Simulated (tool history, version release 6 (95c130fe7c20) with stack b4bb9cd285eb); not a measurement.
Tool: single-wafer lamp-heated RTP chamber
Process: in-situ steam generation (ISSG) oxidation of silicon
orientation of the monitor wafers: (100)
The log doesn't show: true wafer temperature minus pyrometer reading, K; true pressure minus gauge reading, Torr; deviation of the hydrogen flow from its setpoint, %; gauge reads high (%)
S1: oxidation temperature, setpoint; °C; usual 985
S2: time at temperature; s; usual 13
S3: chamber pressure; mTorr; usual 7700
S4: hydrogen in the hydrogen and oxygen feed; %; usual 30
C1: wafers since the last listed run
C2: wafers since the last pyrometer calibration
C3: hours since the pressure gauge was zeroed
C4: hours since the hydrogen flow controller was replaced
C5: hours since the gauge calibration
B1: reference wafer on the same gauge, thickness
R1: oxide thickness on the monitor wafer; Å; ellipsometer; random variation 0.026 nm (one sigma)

| run | hour | S1 | S2 | S3 | S4 | C1 | C2 | C3 | C4 | C5 | B1 | R1 |
|---|---|---|---|---|---|---|---|---|---|---|---|---|
| 1 | 0.0 | 985 | 13 | 7700 | 30 | 0 | 1903 | 3705.8 | 5869.3 | 342.6 | 3.780 | 47.36 |
| 2 | 27.5 | 985 | 13 | 7700 | 30 | 293 | 2197 | 3733.3 | 5896.8 | 370.1 | 3.775 | 47.14 |
| 3 | 55.2 | 985 | 13 | 7700 | 30 | 296 | 2493 | 3761.0 | 5924.5 | 397.8 | 3.778 | 46.95 |
| 4 | 93.4 | 985 | 13 | 7700 | 30 | 408 | 2901 | 3799.2 | 5962.7 | 436.0 | 3.778 | 46.84 |
| 5 | 155.1 | 985 | 13 | 7700 | 30 | 659 | 3560 | 3860.9 | 6024.4 | 497.7 | 3.780 | 46.83 |
| 6 | 181.7 | 985 | 13 | 7700 | 30 | 284 | 3845 | 3887.5 | 6051.0 | 524.3 | 3.782 | 47.06 |
| 7 | 241.8 | 985 | 13 | 7700 | 30 | 642 | 4487 | 3947.6 | 6111.1 | 584.4 | 3.781 | 46.87 |
| 8 | 312.5 | 985 | 13 | 7700 | 30 | 755 | 5243 | 4018.3 | 6181.8 | 655.1 | 3.774 | 47.93 |
|  | 385.7 | pyrometer window cleaned and pyrometer calibrated |
|  | 393.2 | hydrogen flow controller replaced |
| 9 | 393.7 | 985 | 13 | 7700 | 30 | 702 | 5 | 4099.5 | 0.5 | 736.3 | 3.776 | 46.82 |
| 10 | 424.3 | 985 | 13 | 7700 | 30 | 327 | 332 | 4130.1 | 31.1 | 766.9 | 3.785 | 46.13 |
| 11 | 454.0 | 991 | 9 | 7700 | 32 | 317 | 650 | 4159.8 | 60.8 | 796.6 | 3.781 | 41.49 |
|  | 482.9 | pressure gauge zeroed |
| 12 | 483.4 | 973 | 13 | 8800 | 30 | 228 | 878 | 0.5 | 90.2 | 826.0 | 3.773 | 44.22 |
| 13 | 528.9 | 985 | 13 | 7700 | 30 | 486 | 1365 | 46.0 | 135.7 | 871.5 | 3.775 | 46.56 |
| 14 | 576.3 | 985 | 13 | 7700 | 30 | 506 | 1871 | 93.4 | 183.1 | 918.9 | 3.778 | 46.58 |
| 15 | 673.0 | 985 | 9 | 7700 | 30 | 1033 | 2905 | 190.1 | 279.8 | 1015.6 | 3.783 | 40.85 |
| 16 | 740.8 | 985 | 13 | 7700 | 30 | 724 | 3629 | 257.9 | 347.6 | 1083.4 | 3.777 | 47.03 |
|  | 741.8 | gauge calibrated |
| 17 | 776.9 | 998 | 11 | 7700 | 30 | 385 | 4015 | 294.0 | 383.7 | 35.1 | 3.777 | 46.08 |
| 18 | 846.5 | 985 | 8 | 7700 | 30 | 743 | 4759 | 363.6 | 453.3 | 104.7 | 3.781 | 39.17 |
| 19 | 884.4 | 990 | 18 | 7700 | 30 | 405 | 5164 | 401.5 | 491.2 | 142.6 | 3.779 | 55.97 |
|  | 912.2 | pyrometer window cleaned and pyrometer calibrated |
| 20 | 933.8 | 965 | 8 | 7700 | 30 | 442 | 230 | 450.9 | 540.6 | 192.0 | 3.779 | 36.90 |

Forecast each of these 5 alternatives for the next run:
| A | 934.2 | 985 | 13 | 7700 | 32 | 4 | 234 | 451.3 | 541.0 | 192.4 | ? | ? |
| B | 934.2 | 991 | 8 | 8400 | 30 | 4 | 234 | 451.3 | 541.0 | 192.4 | ? | ? |
| C | 934.2 | 975 | 17 | 7200 | 26 | 4 | 234 | 451.3 | 541.0 | 192.4 | ? | ? |
| D | 934.2 | 985 | 13 | 8500 | 30 | 4 | 234 | 451.3 | 541.0 | 192.4 | ? | ? |
| E | 934.2 | 1004 | 15 | 8500 | 26 | 4 | 234 | 451.3 | 541.0 | 192.4 | ? | ? |

| run | B1 | R1 |
|---|---|---|
| A | 3.784 | 47.29 |
| B | 3.784 | 38.78 |
| C | 3.784 | 48.14 |
| D | 3.784 | 46.07 |
| E | 3.784 | 50.43 |
Without the tool's hidden state the same runs would have given:
| run | R1 |
|---|---|
| A | 47.08 |
| B | 38.63 |
| C | 47.92 |
| D | 45.86 |
| E | 50.15 |
